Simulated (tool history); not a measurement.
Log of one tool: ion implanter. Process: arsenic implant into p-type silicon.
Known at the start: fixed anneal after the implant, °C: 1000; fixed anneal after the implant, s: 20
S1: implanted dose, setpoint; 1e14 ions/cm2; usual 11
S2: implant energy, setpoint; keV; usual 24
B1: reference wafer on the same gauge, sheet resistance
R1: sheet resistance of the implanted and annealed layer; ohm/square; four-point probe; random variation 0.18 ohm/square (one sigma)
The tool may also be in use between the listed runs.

run 1 hour=0 | S1=9.04 S2=24 | B1=122.02 | R1=134.09
run 2 hour=34.8 | S1=11 S2=24 | B1=121.98 | R1=120.49
run 3 hour=91.9 | S1=11 S2=24 | B1=122.03 | R1=120.49
run 4 hour=111.7 | S1=11 S2=24 | B1=122.05 | R1=120.43
run 5 hour=126.9 | S1=11 S2=21 | B1=122 | R1=125.12
run 6 hour=156.6 | S1=11 S2=21 | B1=121.98 | R1=124.99
run 7 hour=185.1 | S1=11 S2=24 | B1=122.09 | R1=120.08
-- hour=197.2 gauge calibrated
run 8 hour=217.6 | S1=11 S2=24 | B1=121.99 | R1=120.21
run 9 hour=229.9 | S1=11 S2=24 | B1=121.98 | R1=120.5
run 10 hour=245.5 | S1=12.31 S2=24 | B1=122.04 | R1=114.4
run 11 hour=263.5 | S1=12.31 S2=24 | B1=121.93 | R1=114.28
run 12 hour=287.8 | S1=12.31 S2=24 | B1=121.98 | R1=114.1
-- hour=323.9 Faraday cup replaced and dose calibrated
run 13 hour=331.2 | S1=11 S2=24 | B1=122.04 | R1=118.64
run 14 hour=366.4 | S1=11 S2=27 | B1=122 | R1=114.02
run 15 hour=390.8 | S1=8.39 S2=32 | B1=122.04 | R1=128.48
run 16 hour=413.5 | S1=8.08 S2=15.5 | B1=122.02 | R1=154.69
run 17 hour=437.5 | S1=9.25 S2=24 | B1=121.99 | R1=129.42
-- hour=453.8 extraction supply calibrated
run 18 hour=456.8 | S1=11 S2=24 | B1=121.96 | R1=118.6
-- hour=486.2 Faraday cup replaced and dose calibrated, repeated, since the last time left the tool worse
run 19 hour=486.7 | S1=8.33 S2=17 | B1=121.97 | R1=154.37
run 20 hour=533.9 | S1=9 S2=24 | B1=122 | R1=136.3
run 21 hour=566.4 | S1=11 S2=24 | B1=121.94 | R1=122.03
run 22 hour=592.4 | S1=9.14 S2=20.5 | B1=122.03 | R1=140.43
run 23 hour=626.3 | S1=8.21 S2=20 | B1=122.04 | R1=150
-- hour=647.2 gauge calibrated
run 24 hour=650.4 | S1=8.56 S2=21 | B1=122.04 | R1=145

5 ways to go on from here, each from the tool as it stands after run 24. What would each give?
run A hour=650.8 | S1=11 S2=24 | B1=? | R1=?
run B hour=650.8 | S1=12.9 S2=27.5 | B1=? | R1=?
run C hour=650.8 | S1=13.94 S2=19.5 | B1=? | R1=?
run D hour=650.8 | S1=9.08 S2=30.5 | B1=? | R1=?
run E hour=650.8 | S1=9.79 S2=26.5 | B1=? | R1=?

run=A B1=121.99 R1=121.74
run=B B1=121.99 R1=108.55
run=C B1=121.99 R1=118.13
run=D B1=121.99 R1=127.53
run=E B1=121.99 R1=126.12
Without the tool's hidden state the same runs would have given:
run=A R1=121.9
run=B R1=108.67
run=C R1=118.22
run=D R1=127.74
run=E R1=126.31
